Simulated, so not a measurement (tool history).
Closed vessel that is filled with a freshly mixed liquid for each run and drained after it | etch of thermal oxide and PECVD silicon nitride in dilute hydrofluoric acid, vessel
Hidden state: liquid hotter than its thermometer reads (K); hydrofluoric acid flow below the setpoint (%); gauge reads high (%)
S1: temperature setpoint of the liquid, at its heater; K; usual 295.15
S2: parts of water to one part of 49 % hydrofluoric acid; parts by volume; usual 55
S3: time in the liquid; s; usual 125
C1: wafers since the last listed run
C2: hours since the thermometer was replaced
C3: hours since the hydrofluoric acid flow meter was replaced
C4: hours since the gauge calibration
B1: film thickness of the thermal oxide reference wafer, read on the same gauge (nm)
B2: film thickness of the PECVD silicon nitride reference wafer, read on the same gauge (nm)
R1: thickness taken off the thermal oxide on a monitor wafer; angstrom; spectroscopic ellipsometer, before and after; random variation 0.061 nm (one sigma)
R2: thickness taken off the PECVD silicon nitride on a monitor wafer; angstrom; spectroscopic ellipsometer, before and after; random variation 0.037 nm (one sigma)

run,hour,S1,S2,S3,C1,C2,C3,C4,B1,B2,R1,R2
1,0.0,293.65,55,125,0,1248.2,1189.1,205.9,30.03,109.987,96.9,31.10
2,12.5,293.65,55,125,914,1260.7,1201.6,218.4,29.98,110.017,97.5,31.79
3,29.6,295.15,55,125,1251,1277.8,1218.7,235.5,29.99,109.983,102.7,34.10
4,42.5,295.15,35,125,944,1290.7,1231.6,248.4,29.97,110.038,167.2,54.01
5,54.9,295.15,35,125,907,1303.1,1244.0,260.8,30.02,109.997,167.0,54.89
6,65.2,295.15,35,125,753,1313.4,1254.3,271.1,29.99,110.006,167.9,53.96
# hour 81.8: hydrofluoric acid flow meter replaced
7,103.1,292.15,55,180,2700,1351.3,21.3,309.0,30.02,109.970,150.2,45.12
8,112.7,295.15,55,125,702,1360.9,30.9,318.6,29.98,110.002,116.6,39.44
9,121.1,295.15,55,125,614,1369.3,39.3,327.0,30.05,109.991,117.4,38.90
10,135.6,291.15,55,95,1061,1383.8,53.8,341.5,30.01,110.025,75.1,22.46
11,151.0,295.15,55,125,1127,1399.2,69.2,356.9,30.03,110.030,117.4,38.78
12,166.2,295.15,30,85,1112,1414.4,84.4,372.1,30.02,109.997,151.3,46.71
13,173.3,295.15,25,90,519,1421.5,91.5,379.2,30.01,110.013,192.9,61.15
14,180.8,297.15,55,125,548,1429.0,99.0,386.7,29.97,110.017,125.7,44.12
15,190.4,295.15,55,125,702,1438.6,108.6,396.3,29.99,109.954,116.1,39.31
16,207.9,295.15,55,100,1280,1456.1,126.1,413.8,30.00,110.039,93.7,31.00
# hour 213.2: gauge calibrated
# hour 218.2: thermometer replaced
17,218.7,295.15,65,150,717,0.5,136.9,5.5,30.01,109.974,105.5,33.81
18,229.9,297.65,40,75,819,11.7,148.1,16.7,29.96,109.986,99.7,32.25
19,245.3,293.15,35,180,1127,27.1,163.5,32.1,29.97,109.985,225.7,64.66
20,252.5,295.15,35,125,526,34.3,170.7,39.3,30.05,110.027,170.1,52.02
21,265.2,295.15,55,125,929,47.0,183.4,52.0,30.00,110.015,105.0,33.24
22,280.6,295.15,55,125,1127,62.4,198.8,67.4,29.97,110.021,106.0,32.89
23,291.2,295.15,55,125,775,73.0,209.4,78.0,29.95,109.983,105.1,32.97
24,302.9,295.15,55,145,856,84.7,221.1,89.7,29.96,110.068,122.1,38.22
25,315.9,295.15,55,95,951,97.7,234.1,102.7,30.01,110.019,80.5,25.54

Hidden state or all else? Some run-to-run changes of R1, split into what the settings, what came in and random variation would give without the hidden state, and what is left for the hidden state (with any gauge scatter that isn't in both results):
Run 6 -> 7: S1 295.15 -> 292.15, S2 35 -> 55, S3 125 -> 180, hydrofluoric acid flow meter replaced. R1 -17.7 angstrom: hidden state +18.2, all else -35.9.
Run 13 -> 14: S1 295.15 -> 297.15, S2 25 -> 55, S3 90 -> 125. R1 -67.2 angstrom: hidden state -5.6, all else -61.6.
Run 16 -> 17: S2 55 -> 65, S3 100 -> 150, gauge calibrated, thermometer replaced. R1 +11.8 angstrom: hidden state -9.1, all else +20.9.
Run 18 -> 19: S1 297.65 -> 293.15, S2 40 -> 35, S3 75 -> 180. R1 +126.0 angstrom: hidden state -3.1, all else +129.1.

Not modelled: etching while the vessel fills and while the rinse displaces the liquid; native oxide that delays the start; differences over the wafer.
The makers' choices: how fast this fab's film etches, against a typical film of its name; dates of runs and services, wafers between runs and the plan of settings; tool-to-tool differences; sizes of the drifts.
